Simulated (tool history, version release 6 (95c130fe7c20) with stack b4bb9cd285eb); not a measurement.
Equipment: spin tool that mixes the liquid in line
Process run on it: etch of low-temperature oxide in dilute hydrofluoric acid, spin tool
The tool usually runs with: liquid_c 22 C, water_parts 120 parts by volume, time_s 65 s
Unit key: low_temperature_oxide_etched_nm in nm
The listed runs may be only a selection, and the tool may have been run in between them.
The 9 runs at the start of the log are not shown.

run,hour,liquid_c,water_parts,time_s,wafers since the last listed run,hours since the thermometer was replaced,hours since the hydrofluoric acid flow meter was replaced,hours since the gauge calibration,"read-back film thickness of the low-temperature oxide reference wafer, read on the same gauge (nm)",low_temperature_oxide_etched_nm
# hour 97.9: hydrofluoric acid flow meter replaced
10,105,22,120,65,94,2184.7,7.1,62.3,30.05,8.96
11,118.1,24,170,85,145,2197.8,20.2,75.4,29.94,8.42
# hour 124.8: thermometer replaced
12,134.3,22,90,65,169,9.5,36.4,91.6,30.03,12.46
13,144.9,22,155,90,117,20.1,47,102.2,30,9.21
14,159.9,26,120,30,166,35.1,62,117.2,29.99,4.8
15,172.8,24.5,95,80,143,48,74.9,130.1,29.97,15.81
16,185.2,25.5,140,65,138,60.4,87.3,142.5,30.02,8.52
17,195.9,22,100,65,119,71.1,98,153.2,29.99,10.99
# hour 203.7: hydrofluoric acid flow meter replaced, repeated, since the last time left the tool worse
18,205.6,23.5,170,50,96,80.8,1.9,162.9,29.96,5.86
19,219.4,22,85,65,153,94.6,15.7,176.7,29.99,15.7
20,232.8,22,120,30,149,108,29.1,190.1,29.95,4.95
21,239.5,17.5,165,45,74,114.7,35.8,196.8,29.98,4.29
22,253.4,22,120,65,154,128.6,49.7,210.7,30,10.78
23,262,22,120,80,95,137.2,58.3,219.3,30.03,13.18
24,270.8,26.5,70,85,97,146,67.1,228.1,29.98,30.57
25,281.1,25.5,180,45,114,156.3,77.4,238.4,29.99,5.31
26,287.5,22,120,100,71,162.7,83.8,244.8,30.03,16.38
27,297.2,26,120,40,107,172.4,93.5,254.5,29.96,7.66
28,305.4,22,75,65,91,180.6,101.7,262.7,30.03,18.01
29,316.8,20,140,65,126,192,113.1,274.1,29.99,8.26
30,326.6,24,170,85,109,201.8,122.9,283.9,30.05,10.04
31,339.2,22,120,65,140,214.4,135.5,296.5,30.01,10.7

Predict each of these 5 candidate next runs independently; none follows another, all start after run 31:
A,339.6,22,120,65,4,214.8,135.9,296.9,?,?
B,339.6,22,120,55,4,214.8,135.9,296.9,?,?
C,339.6,24.5,95,55,4,214.8,135.9,296.9,?,?
D,339.6,24,140,75,4,214.8,135.9,296.9,?,?
E,339.6,17,160,50,4,214.8,135.9,296.9,?,?

run,"read-back film thickness of the low-temperature oxide reference wafer, read on the same gauge (nm)",low_temperature_oxide_etched_nm
A,29.98,10.69
B,29.98,9.04
C,29.98,13
D,29.98,11.17
E,29.98,4.83
The same runs, with their run-to-run variation unchanged, on a tool lacking any hidden condition would have given:
run,low_temperature_oxide_etched_nm
A,10.85
B,9.18
C,13.2
D,11.34
E,4.91
